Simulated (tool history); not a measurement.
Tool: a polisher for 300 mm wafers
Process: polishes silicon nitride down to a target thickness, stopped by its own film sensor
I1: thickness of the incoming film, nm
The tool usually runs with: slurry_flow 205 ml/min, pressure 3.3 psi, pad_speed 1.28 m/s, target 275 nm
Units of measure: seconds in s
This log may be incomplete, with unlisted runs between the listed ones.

run 1 hour=0.0 | slurry_flow=205 pressure=3.3 pad_speed=1.28 target=275 | I1=514.1 | seconds=103.7
-- hour=0.2 worn pad replaced by a new one
run 2 hour=13.0 | slurry_flow=205 pressure=3.3 pad_speed=1.28 target=275 | I1=503.0 | seconds=96.7
run 3 hour=37.1 | slurry_flow=205 pressure=2.3 pad_speed=1.28 target=275 | I1=510.0 | seconds=139.0
run 4 hour=50.7 | slurry_flow=205 pressure=3.3 pad_speed=1.28 target=275 | I1=510.8 | seconds=98.2
run 5 hour=58.6 | slurry_flow=205 pressure=3.3 pad_speed=1.28 target=275 | I1=516.2 | seconds=101.0
run 6 hour=67.6 | slurry_flow=205 pressure=3.9 pad_speed=1.28 target=275 | I1=506.9 | seconds=81.8
run 7 hour=78.6 | slurry_flow=205 pressure=3.9 pad_speed=1.28 target=275 | I1=502.3 | seconds=80.6
run 8 hour=88.4 | slurry_flow=205 pressure=3.9 pad_speed=1.28 target=275 | I1=515.2 | seconds=85.3
run 9 hour=94.7 | slurry_flow=230 pressure=2.9 pad_speed=1.28 target=275 | I1=512.5 | seconds=111.8
-- hour=114.3 worn pad replaced by a new one
run 10 hour=141.0 | slurry_flow=230 pressure=2.9 pad_speed=1.28 target=275 | I1=517.0 | seconds=111.5
run 11 hour=157.2 | slurry_flow=205 pressure=2.4 pad_speed=1.28 target=275 | I1=510.4 | seconds=130.4
-- hour=170.4 slurry nozzle cleaned
run 12 hour=172.7 | slurry_flow=205 pressure=3.7 pad_speed=1.28 target=275 | I1=508.4 | seconds=85.9
-- hour=180.1 head pressure recalibrated
run 13 hour=190.1 | slurry_flow=205 pressure=3.3 pad_speed=1.66 target=275 | I1=508.2 | seconds=85.4
run 14 hour=202.3 | slurry_flow=155 pressure=3.3 pad_speed=0.86 target=275 | I1=517.1 | seconds=150.2
-- hour=211.7 worn pad replaced by a new one, of another model than before
run 15 hour=220.0 | slurry_flow=205 pressure=2.6 pad_speed=1.28 target=275 | I1=507.7 | seconds=119.8
run 16 hour=234.8 | slurry_flow=205 pressure=3.3 pad_speed=1.28 target=275 | I1=511.3 | seconds=103.4
run 17 hour=249.6 | slurry_flow=185 pressure=3.9 pad_speed=1.28 target=319 | I1=512.8 | seconds=76.2
run 18 hour=266.0 | slurry_flow=205 pressure=3.9 pad_speed=1.28 target=275 | I1=511.5 | seconds=91.2
run 19 hour=282.6 | slurry_flow=230 pressure=4.5 pad_speed=1.04 target=234 | I1=505.8 | seconds=107.7
run 20 hour=297.7 | slurry_flow=185 pressure=3.3 pad_speed=1.28 target=275 | I1=501.6 | seconds=98.3

Selected run-to-run steps in seconds, each split into two signed amounts: the part the tool would show with no hidden state at all (from settings, incoming material and random variation), and the remainder, which goes to the hidden state together with any gauge scatter not common to the measured and the hidden-state-free results:
The tool's hidden condition here consists of: removal rate lost through wear of the pad, %; slurry flow missing at the pad, %; deviation of the head's pressure from its setpoint, %.
Run 11 -> 12: pressure 2.4 -> 3.7, slurry nozzle cleaned. seconds -44.5 s: hidden state +4.1, all else -48.6.
Run 12 -> 13: pressure 3.7 -> 3.3, pad_speed 1.28 -> 1.66, head pressure recalibrated. seconds -0.5 s: hidden state +7.4, all else -7.9.
Run 13 -> 14: slurry_flow 205 -> 155, pad_speed 1.66 -> 0.86. seconds +64.8 s: hidden state -1.2, all else +66.0.
